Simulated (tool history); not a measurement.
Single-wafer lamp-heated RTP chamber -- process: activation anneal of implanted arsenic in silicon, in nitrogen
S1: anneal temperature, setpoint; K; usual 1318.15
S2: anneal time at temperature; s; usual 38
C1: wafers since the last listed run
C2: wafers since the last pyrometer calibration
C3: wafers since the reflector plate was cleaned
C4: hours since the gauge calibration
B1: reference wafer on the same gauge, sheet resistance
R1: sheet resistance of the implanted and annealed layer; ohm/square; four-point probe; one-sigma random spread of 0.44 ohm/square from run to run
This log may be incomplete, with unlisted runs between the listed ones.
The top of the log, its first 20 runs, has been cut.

run 21 day=20.317 | S1=1318.15 S2=38 | C1=341 C2=7977 C3=2970 C4=420.9 | B1=87.84 | R1=105.69
run 22 day=21.45 | S1=1291.15 S2=31 | C1=447 C2=8424 C3=3417 C4=448.1 | B1=88.02 | R1=111.87
run 23 day=22.2 | S1=1347.15 S2=21 | C1=295 C2=8720 C3=3713 C4=466.1 | B1=87.88 | R1=105.81
-- day=22.825 pyrometer window cleaned and pyrometer calibrated
run 24 day=22.858 | S1=1289.15 S2=38 | C1=128 C2=13 C3=3841 C4=481.9 | B1=87.85 | R1=113.14
run 25 day=23.888 | S1=1318.15 S2=38 | C1=405 C2=419 C3=4247 C4=506.6 | B1=87.93 | R1=107.48
run 26 day=24.629 | S1=1344.15 S2=59 | C1=292 C2=712 C3=4540 C4=524.4 | B1=88.15 | R1=98.46
run 27 day=25.262 | S1=1346.15 S2=28 | C1=249 C2=962 C3=4790 C4=539.6 | B1=88.02 | R1=104.55
run 28 day=25.95 | S1=1318.15 S2=30 | C1=271 C2=1233 C3=5061 C4=556.1 | B1=88.02 | R1=109.5
run 29 day=26.542 | S1=1290.15 S2=30 | C1=233 C2=1466 C3=5294 C4=570.3 | B1=87.87 | R1=113.86
run 30 day=28.025 | S1=1299.15 S2=19 | C1=585 C2=2051 C3=5879 C4=605.9 | B1=87.96 | R1=115.05
run 31 day=29.471 | S1=1297.15 S2=38 | C1=570 C2=2622 C3=6450 C4=640.6 | B1=88 | R1=109.98
run 32 day=30.588 | S1=1318.15 S2=60 | C1=440 C2=3062 C3=6890 C4=667.4 | B1=87.96 | R1=102.17
run 33 day=31.329 | S1=1345.15 S2=56 | C1=292 C2=3355 C3=7183 C4=685.2 | B1=87.9 | R1=98.31
run 34 day=33.733 | S1=1337.15 S2=38 | C1=948 C2=4303 C3=8131 C4=742.9 | B1=88.09 | R1=101.5
run 35 day=34.462 | S1=1296.15 S2=23 | C1=287 C2=4591 C3=8419 C4=760.4 | B1=88.21 | R1=113.63
-- day=35.896 reflector plate cleaned
run 36 day=37.392 | S1=1301.15 S2=29 | C1=1024 C2=5615 C3=590 C4=830.7 | B1=88.09 | R1=110.96
run 37 day=38.262 | S1=1318.15 S2=38 | C1=343 C2=5958 C3=933 C4=851.6 | B1=88.01 | R1=105.9

Below are 4 alternative next runs, each starting from the tool's condition after run 37. Predict each:
run A day=38.279 | S1=1298.15 S2=38 | C1=6 C2=5965 C3=940 C4=852 | B1=? | R1=?
run B day=38.279 | S1=1340.15 S2=59 | C1=6 C2=5965 C3=940 C4=852 | B1=? | R1=?
run C day=38.279 | S1=1295.15 S2=25 | C1=6 C2=5965 C3=940 C4=852 | B1=? | R1=?
run D day=38.279 | S1=1326.15 S2=55 | C1=6 C2=5965 C3=940 C4=852 | B1=? | R1=?

run=A B1=88.1 R1=108.82
run=B B1=88.1 R1=97.74
run=C B1=88.1 R1=112.67
run=D B1=88.1 R1=100.74
With no hidden state in the tool, these same runs would have given:
run=A R1=111.01
run=B R1=99.82
run=C R1=114.78
run=D R1=102.9
